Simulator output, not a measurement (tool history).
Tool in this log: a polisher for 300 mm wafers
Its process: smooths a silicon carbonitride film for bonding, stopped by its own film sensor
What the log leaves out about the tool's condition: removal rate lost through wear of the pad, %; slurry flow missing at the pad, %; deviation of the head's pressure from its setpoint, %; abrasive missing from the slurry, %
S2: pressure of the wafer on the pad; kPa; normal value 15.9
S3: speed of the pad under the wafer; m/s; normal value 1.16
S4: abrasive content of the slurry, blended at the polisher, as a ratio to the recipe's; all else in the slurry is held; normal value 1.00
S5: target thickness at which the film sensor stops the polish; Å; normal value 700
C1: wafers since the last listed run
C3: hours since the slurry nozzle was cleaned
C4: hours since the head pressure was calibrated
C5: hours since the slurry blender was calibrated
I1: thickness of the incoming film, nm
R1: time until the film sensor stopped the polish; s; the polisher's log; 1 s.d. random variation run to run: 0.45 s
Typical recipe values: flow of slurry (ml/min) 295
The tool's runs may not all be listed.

{"run": 1, "hour": 0.0, "flow of slurry (ml/min)": 295, "S2": 15.9, "S3": 1.16, "S4": 1.0, "S5": 700, "C1": 0, "wafers polished on this pad": 37, "C3": 276.3, "C4": 152.5, "C5": 100.6, "I1": 89.4, "R1": 53.0}
{"run": 2, "hour": 29.2, "flow of slurry (ml/min)": 295, "S2": 15.9, "S3": 1.16, "S4": 1.0, "S5": 700, "C1": 233, "wafers polished on this pad": 271, "C3": 305.5, "C4": 181.7, "C5": 129.8, "I1": 89.8, "R1": 55.2}
{"run": 3, "hour": 52.6, "flow of slurry (ml/min)": 295, "S2": 15.9, "S3": 1.16, "S4": 1.0, "S5": 700, "C1": 187, "wafers polished on this pad": 459, "C3": 328.9, "C4": 205.1, "C5": 153.2, "I1": 88.8, "R1": 53.1}
{"run": 4, "hour": 76.0, "flow of slurry (ml/min)": 295, "S2": 15.9, "S3": 0.86, "S4": 1.0, "S5": 700, "C1": 187, "wafers polished on this pad": 646, "C3": 352.3, "C4": 228.5, "C5": 176.6, "I1": 89.9, "R1": 66.9}
{"hour": 81.4, "done": "slurry blender recalibrated"}
{"run": 5, "hour": 96.9, "flow of slurry (ml/min)": 295, "S2": 15.9, "S3": 0.86, "S4": 1.0, "S5": 700, "C1": 151, "wafers polished on this pad": 798, "C3": 373.2, "C4": 249.4, "C5": 15.5, "I1": 89.8, "R1": 66.7}
{"run": 6, "hour": 129.5, "flow of slurry (ml/min)": 295, "S2": 15.9, "S3": 1.16, "S4": 1.0, "S5": 700, "C1": 261, "wafers polished on this pad": 1059, "C3": 405.8, "C4": 282.0, "C5": 48.1, "I1": 89.6, "R1": 55.5}
{"hour": 154.3, "done": "worn pad replaced by a new one"}
{"run": 7, "hour": 157.5, "flow of slurry (ml/min)": 295, "S2": 15.9, "S3": 1.16, "S4": 1.0, "S5": 700, "C1": 192, "wafers polished on this pad": 25, "C3": 433.8, "C4": 310.0, "C5": 76.1, "I1": 90.2, "R1": 56.1}
{"run": 8, "hour": 181.9, "flow of slurry (ml/min)": 295, "S2": 15.9, "S3": 1.16, "S4": 1.2, "S5": 700, "C1": 195, "wafers polished on this pad": 221, "C3": 458.2, "C4": 334.4, "C5": 100.5, "I1": 89.1, "R1": 50.8}
{"run": 9, "hour": 205.9, "flow of slurry (ml/min)": 295, "S2": 15.9, "S3": 1.16, "S4": 1.2, "S5": 700, "C1": 192, "wafers polished on this pad": 413, "C3": 482.2, "C4": 358.4, "C5": 124.5, "I1": 90.1, "R1": 52.6}
{"run": 10, "hour": 237.6, "flow of slurry (ml/min)": 295, "S2": 15.9, "S3": 1.16, "S4": 1.2, "S5": 700, "C1": 253, "wafers polished on this pad": 667, "C3": 513.9, "C4": 390.1, "C5": 156.2, "I1": 88.4, "R1": 49.4}
{"hour": 255.4, "done": "slurry blender recalibrated"}
{"run": 11, "hour": 255.9, "flow of slurry (ml/min)": 295, "S2": 15.9, "S3": 1.44, "S4": 1.0, "S5": 700, "C1": 130, "wafers polished on this pad": 798, "C3": 532.2, "C4": 408.4, "C5": 0.5, "I1": 91.0, "R1": 51.4}
{"run": 12, "hour": 284.8, "flow of slurry (ml/min)": 295, "S2": 15.9, "S3": 1.16, "S4": 1.0, "S5": 700, "C1": 231, "wafers polished on this pad": 1029, "C3": 561.1, "C4": 437.3, "C5": 29.4, "I1": 88.6, "R1": 53.2}
{"hour": 288.9, "done": "worn pad replaced by a new one"}
{"run": 13, "hour": 319.2, "flow of slurry (ml/min)": 295, "S2": 10.3, "S3": 1.16, "S4": 1.25, "S5": 700, "C1": 243, "wafers polished on this pad": 242, "C3": 595.5, "C4": 471.7, "C5": 63.8, "I1": 89.3, "R1": 78.7}
{"run": 14, "hour": 332.9, "flow of slurry (ml/min)": 295, "S2": 15.9, "S3": 1.16, "S4": 1.0, "S5": 760, "C1": 109, "wafers polished on this pad": 352, "C3": 609.2, "C4": 485.4, "C5": 77.5, "I1": 90.4, "R1": 41.1}
{"run": 15, "hour": 350.6, "flow of slurry (ml/min)": 385, "S2": 20.0, "S3": 1.48, "S4": 1.0, "S5": 750, "C1": 141, "wafers polished on this pad": 494, "C3": 626.9, "C4": 503.1, "C5": 95.2, "I1": 90.3, "R1": 28.5}
{"run": 16, "hour": 381.7, "flow of slurry (ml/min)": 335, "S2": 15.9, "S3": 0.98, "S4": 0.9, "S5": 700, "C1": 249, "wafers polished on this pad": 743, "C3": 658.0, "C4": 534.2, "C5": 126.3, "I1": 90.2, "R1": 64.6}
{"run": 17, "hour": 413.3, "flow of slurry (ml/min)": 295, "S2": 18.6, "S3": 1.16, "S4": 0.9, "S5": 700, "C1": 253, "wafers polished on this pad": 996, "C3": 689.6, "C4": 565.8, "C5": 157.9, "I1": 89.6, "R1": 48.6}
{"hour": 418.7, "done": "head pressure recalibrated"}
{"hour": 419.7, "done": "worn pad replaced by a new one"}
{"hour": 429.5, "done": "slurry blender recalibrated"}
{"hour": 430.6, "done": "slurry nozzle cleaned"}
{"run": 18, "hour": 446.6, "flow of slurry (ml/min)": 390, "S2": 12.4, "S3": 1.16, "S4": 1.0, "S5": 700, "C1": 218, "wafers polished on this pad": 191, "C3": 16.0, "C4": 27.9, "C5": 17.1, "I1": 88.7, "R1": 63.2}
{"run": 19, "hour": 461.6, "flow of slurry (ml/min)": 295, "S2": 20.7, "S3": 0.86, "S4": 1.2, "S5": 770, "C1": 120, "wafers polished on this pad": 311, "C3": 31.0, "C4": 42.9, "C5": 32.1, "I1": 90.7, "R1": 32.9}
{"run": 20, "hour": 532.7, "flow of slurry (ml/min)": 295, "S2": 15.9, "S3": 1.02, "S4": 1.0, "S5": 660, "C1": 569, "wafers polished on this pad": 881, "C3": 102.1, "C4": 114.0, "C5": 103.2, "I1": 89.1, "R1": 70.5}
{"hour": 552.9, "done": "worn pad replaced by a new one"}
{"run": 21, "hour": 558.8, "flow of slurry (ml/min)": 295, "S2": 15.9, "S3": 1.16, "S4": 1.0, "S5": 700, "C1": 177, "wafers polished on this pad": 46, "C3": 128.2, "C4": 140.1, "C5": 129.3, "I1": 91.1, "R1": 59.3}
{"hour": 580.0, "done": "slurry blender recalibrated"}
{"run": 22, "hour": 580.5, "flow of slurry (ml/min)": 295, "S2": 15.9, "S3": 1.16, "S4": 1.0, "S5": 700, "C1": 157, "wafers polished on this pad": 204, "C3": 149.9, "C4": 161.8, "C5": 0.5, "I1": 89.8, "R1": 55.8}
{"run": 23, "hour": 598.3, "flow of slurry (ml/min)": 295, "S2": 18.6, "S3": 1.16, "S4": 0.9, "S5": 700, "C1": 142, "wafers polished on this pad": 347, "C3": 167.7, "C4": 179.6, "C5": 18.3, "I1": 90.2, "R1": 50.3}
{"run": 24, "hour": 617.9, "flow of slurry (ml/min)": 350, "S2": 15.9, "S3": 1.16, "S4": 1.0, "S5": 700, "C1": 157, "wafers polished on this pad": 504, "C3": 187.3, "C4": 199.2, "C5": 37.9, "I1": 90.6, "R1": 57.3}
{"hour": 681.1, "done": "worn pad replaced by a new one"}
{"run": 25, "hour": 698.4, "flow of slurry (ml/min)": 295, "S2": 14.5, "S3": 1.16, "S4": 1.0, "S5": 700, "C1": 612, "wafers polished on this pad": 138, "C3": 267.8, "C4": 279.7, "C5": 118.4, "I1": 89.8, "R1": 61.1}

Predict each of these 5 candidate next runs independently; none follows another, all start after run 25:
{"run": "A", "hour": 698.8, "flow of slurry (ml/min)": 295, "S2": 15.9, "S3": 1.16, "S4": 1.0, "S5": 700, "C1": 3, "wafers polished on this pad": 141, "C3": 268.2, "C4": 280.1, "C5": 118.8, "I1": 90.7, "R1": "?"}
{"run": "B", "hour": 698.8, "flow of slurry (ml/min)": 295, "S2": 19.3, "S3": 0.96, "S4": 1.2, "S5": 700, "C1": 3, "wafers polished on this pad": 141, "C3": 268.2, "C4": 280.1, "C5": 118.8, "I1": 90.7, "R1": "?"}
{"run": "C", "hour": 698.8, "flow of slurry (ml/min)": 360, "S2": 20.7, "S3": 1.36, "S4": 1.0, "S5": 720, "C1": 3, "wafers polished on this pad": 141, "C3": 268.2, "C4": 280.1, "C5": 118.8, "I1": 90.7, "R1": "?"}
{"run": "D", "hour": 698.8, "flow of slurry (ml/min)": 295, "S2": 15.9, "S3": 1.5, "S4": 1.0, "S5": 700, "C1": 3, "wafers polished on this pad": 141, "C3": 268.2, "C4": 280.1, "C5": 118.8, "I1": 90.7, "R1": "?"}
{"run": "E", "hour": 698.8, "flow of slurry (ml/min)": 215, "S2": 15.9, "S3": 1.16, "S4": 0.85, "S5": 750, "C1": 3, "wafers polished on this pad": 141, "C3": 268.2, "C4": 280.1, "C5": 118.8, "I1": 90.7, "R1": "?"}

run=A R1=58.4
run=B R1=50.9
run=C R1=35.8
run=D R1=49.2
run=E R1=48.6
The same runs, with their run-to-run variation unchanged, on a tool lacking any hidden condition would have given:
run=A R1=55.2
run=B R1=48.1
run=C R1=33.8
run=D R1=46.6
run=E R1=45.9
